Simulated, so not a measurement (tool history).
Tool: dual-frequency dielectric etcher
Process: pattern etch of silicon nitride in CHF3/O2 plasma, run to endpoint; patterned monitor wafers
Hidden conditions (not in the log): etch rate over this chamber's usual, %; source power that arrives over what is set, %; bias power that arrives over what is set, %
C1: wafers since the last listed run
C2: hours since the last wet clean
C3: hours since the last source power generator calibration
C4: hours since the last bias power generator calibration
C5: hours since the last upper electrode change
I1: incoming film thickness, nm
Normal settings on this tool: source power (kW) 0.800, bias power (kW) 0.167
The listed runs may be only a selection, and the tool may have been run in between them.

{"run": 1, "hour": 0.0, "source power (kW)": 0.66, "bias power (kW)": 0.149, "C1": 0, "C2": 160.2, "C3": 2181.8, "C4": 1595.2, "C5": 2712.3, "I1": 103.0, "endpoint time (s)": 68.2}
{"run": 2, "hour": 16.9, "source power (kW)": 0.66, "bias power (kW)": 0.149, "C1": 200, "C2": 177.1, "C3": 2198.7, "C4": 1612.1, "C5": 2729.2, "I1": 104.8, "endpoint time (s)": 69.5}
{"run": 3, "hour": 31.4, "source power (kW)": 0.66, "bias power (kW)": 0.149, "C1": 171, "C2": 191.6, "C3": 2213.2, "C4": 1626.6, "C5": 2743.7, "I1": 103.5, "endpoint time (s)": 68.7}
{"run": 4, "hour": 50.1, "source power (kW)": 0.89, "bias power (kW)": 0.167, "C1": 221, "C2": 210.3, "C3": 2231.9, "C4": 1645.3, "C5": 2762.4, "I1": 104.0, "endpoint time (s)": 59.0}
{"run": 5, "hour": 90.5, "source power (kW)": 0.89, "bias power (kW)": 0.167, "C1": 478, "C2": 250.7, "C3": 2272.3, "C4": 1685.7, "C5": 2802.8, "I1": 104.4, "endpoint time (s)": 59.3}
{"run": 6, "hour": 105.2, "source power (kW)": 0.89, "bias power (kW)": 0.167, "C1": 174, "C2": 265.4, "C3": 2287.0, "C4": 1700.4, "C5": 2817.5, "I1": 103.5, "endpoint time (s)": 58.4}
{"run": 7, "hour": 120.8, "source power (kW)": 0.8, "bias power (kW)": 0.167, "C1": 184, "C2": 281.0, "C3": 2302.6, "C4": 1716.0, "C5": 2833.1, "I1": 104.1, "endpoint time (s)": 61.6}
{"run": 8, "hour": 133.6, "source power (kW)": 0.8, "bias power (kW)": 0.167, "C1": 151, "C2": 293.8, "C3": 2315.4, "C4": 1728.8, "C5": 2845.9, "I1": 103.4, "endpoint time (s)": 61.1}
{"run": 9, "hour": 150.7, "source power (kW)": 0.8, "bias power (kW)": 0.167, "C1": 202, "C2": 310.9, "C3": 2332.5, "C4": 1745.9, "C5": 2863.0, "I1": 105.3, "endpoint time (s)": 61.9}
{"run": 10, "hour": 164.9, "source power (kW)": 0.8, "bias power (kW)": 0.167, "C1": 168, "C2": 325.1, "C3": 2346.7, "C4": 1760.1, "C5": 2877.2, "I1": 103.3, "endpoint time (s)": 60.7}
{"run": 11, "hour": 177.8, "source power (kW)": 0.93, "bias power (kW)": 0.2, "C1": 152, "C2": 338.0, "C3": 2359.6, "C4": 1773.0, "C5": 2890.1, "I1": 104.6, "endpoint time (s)": 55.4}
{"hour": 207.7, "done": "wet clean of the chamber"}
{"hour": 211.4, "done": "upper electrode replaced"}
{"run": 12, "hour": 211.9, "source power (kW)": 0.8, "bias power (kW)": 0.167, "C1": 75, "C2": 4.2, "C3": 2393.7, "C4": 1807.1, "C5": 0.5, "I1": 104.0, "endpoint time (s)": 63.4}
{"run": 13, "hour": 212.2, "source power (kW)": 0.95, "bias power (kW)": 0.167, "C1": 3, "C2": 4.5, "C3": 2394.0, "C4": 1807.4, "C5": 0.8, "I1": 104.4, "endpoint time (s)": 59.5}
{"run": 14, "hour": 212.6, "source power (kW)": 0.88, "bias power (kW)": 0.148, "C1": 4, "C2": 4.9, "C3": 2394.4, "C4": 1807.8, "C5": 1.2, "I1": 104.1, "endpoint time (s)": 62.6}
{"run": 15, "hour": 223.4, "source power (kW)": 0.89, "bias power (kW)": 0.156, "C1": 128, "C2": 15.7, "C3": 2405.2, "C4": 1818.6, "C5": 12.0, "I1": 103.9, "endpoint time (s)": 61.4}
{"run": 16, "hour": 229.9, "source power (kW)": 0.92, "bias power (kW)": 0.129, "C1": 77, "C2": 22.2, "C3": 2411.7, "C4": 1825.1, "C5": 18.5, "I1": 103.8, "endpoint time (s)": 63.6}
{"run": 17, "hour": 240.1, "source power (kW)": 0.8, "bias power (kW)": 0.134, "C1": 120, "C2": 32.4, "C3": 2421.9, "C4": 1835.3, "C5": 28.7, "I1": 104.0, "endpoint time (s)": 66.4}
{"run": 18, "hour": 256.7, "source power (kW)": 0.73, "bias power (kW)": 0.185, "C1": 196, "C2": 49.0, "C3": 2438.5, "C4": 1851.9, "C5": 45.3, "I1": 103.7, "endpoint time (s)": 63.0}
{"run": 19, "hour": 272.9, "source power (kW)": 0.61, "bias power (kW)": 0.18, "C1": 192, "C2": 65.2, "C3": 2454.7, "C4": 1868.1, "C5": 61.5, "I1": 105.7, "endpoint time (s)": 69.3}
{"run": 20, "hour": 280.9, "source power (kW)": 0.87, "bias power (kW)": 0.18, "C1": 94, "C2": 73.2, "C3": 2462.7, "C4": 1876.1, "C5": 69.5, "I1": 104.1, "endpoint time (s)": 59.5}
{"hour": 296.3, "done": "source power generator calibrated"}
{"run": 21, "hour": 298.6, "source power (kW)": 0.99, "bias power (kW)": 0.167, "C1": 162, "C2": 90.9, "C3": 2.3, "C4": 1893.8, "C5": 87.2, "I1": 105.1, "endpoint time (s)": 58.3}
{"run": 22, "hour": 304.8, "source power (kW)": 0.63, "bias power (kW)": 0.167, "C1": 73, "C2": 97.1, "C3": 8.5, "C4": 1900.0, "C5": 93.4, "I1": 103.9, "endpoint time (s)": 68.4}
{"run": 23, "hour": 314.0, "source power (kW)": 0.68, "bias power (kW)": 0.143, "C1": 109, "C2": 106.3, "C3": 17.7, "C4": 1909.2, "C5": 102.6, "I1": 104.4, "endpoint time (s)": 69.8}
{"hour": 329.7, "done": "bias power generator calibrated"}
{"run": 24, "hour": 330.2, "source power (kW)": 0.63, "bias power (kW)": 0.198, "C1": 144, "C2": 122.5, "C3": 33.9, "C4": 0.5, "C5": 118.8, "I1": 104.8, "endpoint time (s)": 65.7}
{"run": 25, "hour": 340.1, "source power (kW)": 0.61, "bias power (kW)": 0.145, "C1": 117, "C2": 132.4, "C3": 43.8, "C4": 10.4, "C5": 128.7, "I1": 104.5, "endpoint time (s)": 72.4}
{"run": 26, "hour": 349.1, "source power (kW)": 0.62, "bias power (kW)": 0.143, "C1": 106, "C2": 141.4, "C3": 52.8, "C4": 19.4, "C5": 137.7, "I1": 102.8, "endpoint time (s)": 71.0}
{"run": 27, "hour": 362.8, "source power (kW)": 0.72, "bias power (kW)": 0.126, "C1": 162, "C2": 155.1, "C3": 66.5, "C4": 33.1, "C5": 151.4, "I1": 102.8, "endpoint time (s)": 69.0}
{"run": 28, "hour": 374.7, "source power (kW)": 0.89, "bias power (kW)": 0.189, "C1": 141, "C2": 167.0, "C3": 78.4, "C4": 45.0, "C5": 163.3, "I1": 105.4, "endpoint time (s)": 58.5}
{"run": 29, "hour": 388.2, "source power (kW)": 0.72, "bias power (kW)": 0.167, "C1": 160, "C2": 180.5, "C3": 91.9, "C4": 58.5, "C5": 176.8, "I1": 104.6, "endpoint time (s)": 64.7}
{"run": 30, "hour": 397.5, "source power (kW)": 0.66, "bias power (kW)": 0.199, "C1": 110, "C2": 189.8, "C3": 101.2, "C4": 67.8, "C5": 186.1, "I1": 104.4, "endpoint time (s)": 64.1}
{"run": 31, "hour": 413.1, "source power (kW)": 0.8, "bias power (kW)": 0.167, "C1": 184, "C2": 205.4, "C3": 116.8, "C4": 83.4, "C5": 201.7, "I1": 104.4, "endpoint time (s)": 62.2}
{"run": 32, "hour": 422.6, "source power (kW)": 0.8, "bias power (kW)": 0.167, "C1": 112, "C2": 214.9, "C3": 126.3, "C4": 92.9, "C5": 211.2, "I1": 104.5, "endpoint time (s)": 62.0}
{"run": 33, "hour": 437.6, "source power (kW)": 0.8, "bias power (kW)": 0.167, "C1": 177, "C2": 229.9, "C3": 141.3, "C4": 107.9, "C5": 226.2, "I1": 104.4, "endpoint time (s)": 62.2}
{"run": 34, "hour": 479.8, "source power (kW)": 0.71, "bias power (kW)": 0.206, "C1": 500, "C2": 272.1, "C3": 183.5, "C4": 150.1, "C5": 268.4, "I1": 104.7, "endpoint time (s)": 61.9}

Each row is a separate what-if for the run after 34, all from the same tool condition, not one after another. Results?
{"run": "A", "hour": 480.2, "source power (kW)": 0.8, "bias power (kW)": 0.167, "C1": 4, "C2": 272.5, "C3": 183.9, "C4": 150.5, "C5": 268.8, "I1": 104.9, "endpoint time (s)": "?"}
{"run": "B", "hour": 480.2, "source power (kW)": 0.63, "bias power (kW)": 0.156, "C1": 4, "C2": 272.5, "C3": 183.9, "C4": 150.5, "C5": 268.8, "I1": 104.9, "endpoint time (s)": "?"}
{"run": "C", "hour": 480.2, "source power (kW)": 0.68, "bias power (kW)": 0.13, "C1": 4, "C2": 272.5, "C3": 183.9, "C4": 150.5, "C5": 268.8, "I1": 104.9, "endpoint time (s)": "?"}
{"run": "D", "hour": 480.2, "source power (kW)": 0.65, "bias power (kW)": 0.136, "C1": 4, "C2": 272.5, "C3": 183.9, "C4": 150.5, "C5": 268.8, "I1": 104.9, "endpoint time (s)": "?"}
{"run": "E", "hour": 480.2, "source power (kW)": 0.8, "bias power (kW)": 0.199, "C1": 4, "C2": 272.5, "C3": 183.9, "C4": 150.5, "C5": 268.8, "I1": 104.9, "endpoint time (s)": "?"}

run=A endpoint_time_(s)=61.6
run=B endpoint_time_(s)=69.0
run=C endpoint_time_(s)=70.0
run=D endpoint_time_(s)=70.5
run=E endpoint_time_(s)=58.7
The same runs, with their run-to-run variation unchanged, on a tool lacking any hidden condition would have given:
run=A endpoint_time_(s)=63.0
run=B endpoint_time_(s)=70.5
run=C endpoint_time_(s)=71.6
run=D endpoint_time_(s)=72.1
run=E endpoint_time_(s)=60.1
